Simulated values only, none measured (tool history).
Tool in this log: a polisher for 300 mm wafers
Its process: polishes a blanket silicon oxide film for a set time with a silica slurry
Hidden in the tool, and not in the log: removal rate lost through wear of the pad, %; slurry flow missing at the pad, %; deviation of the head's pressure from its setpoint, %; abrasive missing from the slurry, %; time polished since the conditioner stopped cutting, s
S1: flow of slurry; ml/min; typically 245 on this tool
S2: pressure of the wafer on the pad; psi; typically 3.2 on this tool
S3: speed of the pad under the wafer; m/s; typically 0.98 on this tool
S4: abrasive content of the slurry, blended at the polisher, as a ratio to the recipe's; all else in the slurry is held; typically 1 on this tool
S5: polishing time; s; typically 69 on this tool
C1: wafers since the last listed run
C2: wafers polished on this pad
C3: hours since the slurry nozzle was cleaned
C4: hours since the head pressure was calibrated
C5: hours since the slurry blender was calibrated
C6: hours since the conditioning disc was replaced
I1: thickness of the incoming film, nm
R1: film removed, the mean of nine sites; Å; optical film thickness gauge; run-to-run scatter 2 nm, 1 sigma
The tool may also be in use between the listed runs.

run,hour,S1,S2,S3,S4,S5,C1,C2,C3,C4,C5,C6,I1,R1
1,0,245,3.2,0.98,1,69,0,364,348,32.4,0.9,7.9,873.8,1601
2,13.4,245,3.2,0.98,1,69,109,474,361.4,45.8,14.3,21.3,852.9,1608
3,19.4,245,3.2,0.98,1,69,49,523,367.4,51.8,20.3,27.3,855.2,1598
4,35.7,245,3.2,0.98,1,69,133,657,383.7,68.1,36.6,43.6,875.6,1620
5,48,245,3.2,0.98,1,69,100,758,396,80.4,48.9,55.9,871.4,1594
6,64.7,245,3.2,0.98,1,69,137,895,412.7,97.1,65.6,72.6,877.2,1599
7,82.4,280,3.2,1.16,1,69,145,1041,430.4,114.8,83.3,90.3,858.2,1836
8,97.4,210,3.8,0.98,1,59,123,1164,445.4,129.8,98.3,105.3,862.1,1603
# hour 99.7: slurry nozzle cleaned
9,111.1,190,3.2,1.22,1.25,61,104,1268,11.4,143.5,112,119,868.5,1707
10,118,245,3.2,0.98,1.2,69,56,1325,18.3,150.4,118.9,125.9,873.4,1688
# hour 123.9: worn pad replaced by a new one
11,125.6,245,4,1.16,1,69,29,13,25.9,158,126.5,133.5,886,2252
12,178.1,245,2.8,0.98,1.2,69,430,444,78.4,210.5,179,186,883.1,1484
13,188.2,305,3.2,0.98,1,53,82,527,88.5,220.6,189.1,196.1,873.4,1242
14,204.4,320,3.2,0.88,1.25,53,132,660,104.7,236.8,205.3,212.3,862.5,1212
15,214.6,245,3.2,0.98,1,69,83,744,114.9,247,215.5,222.5,878.6,1585
16,226.8,245,2.4,1.22,1,69,100,844,127.1,259.2,227.7,234.7,865,1380
17,239.1,280,3.2,1.16,1,69,100,945,139.4,271.5,240,247,882.4,1758
# hour 245.6: slurry blender recalibrated
18,257.1,245,3.2,0.98,0.8,69,131,1076,157.4,289.5,11.5,265,870.2,1474
19,289.5,245,3.2,1.2,1,82,265,1342,189.8,321.9,43.9,297.4,867.6,2068
20,304.6,245,3.2,1.28,1,69,123,1466,204.9,337,59,312.5,860.4,1841
# hour 319.3: worn pad replaced by a new one
21,319.8,325,3.2,0.98,1,55,91,4,220.1,352.2,74.2,327.7,863.4,1237
22,328.5,245,3.2,0.98,1,69,71,75,228.8,360.9,82.9,336.4,888.5,1530
23,336.9,165,3.2,0.98,1,80,68,144,237.2,369.3,91.3,344.8,873.1,1699
24,346.4,245,4.1,0.98,1,85,77,222,246.7,378.8,100.8,354.3,871,2368
25,362.1,245,3.6,0.98,1,69,128,351,262.4,394.5,116.5,370,868,1720
26,373.6,245,3.2,1.16,0.9,69,94,446,273.9,406,128,381.5,878.3,1653

Alternative continuations, all from the tool just after run 26; predict every row:
A,374,245,3.2,1.06,1,69,3,449,274.3,406.4,128.4,381.9,864.5,?
B,374,295,3.9,0.66,1.25,69,3,449,274.3,406.4,128.4,381.9,864.5,?
C,374,170,2.6,1.3,1,91,3,449,274.3,406.4,128.4,381.9,864.5,?
D,374,245,2.3,0.98,1,57,3,449,274.3,406.4,128.4,381.9,864.5,?

run,R1
A,1571
B,1533
C,1887
D,904
Had the tool no hidden state, the same runs would have come out as:
run,R1
A,1696
B,1636
C,2032
D,955
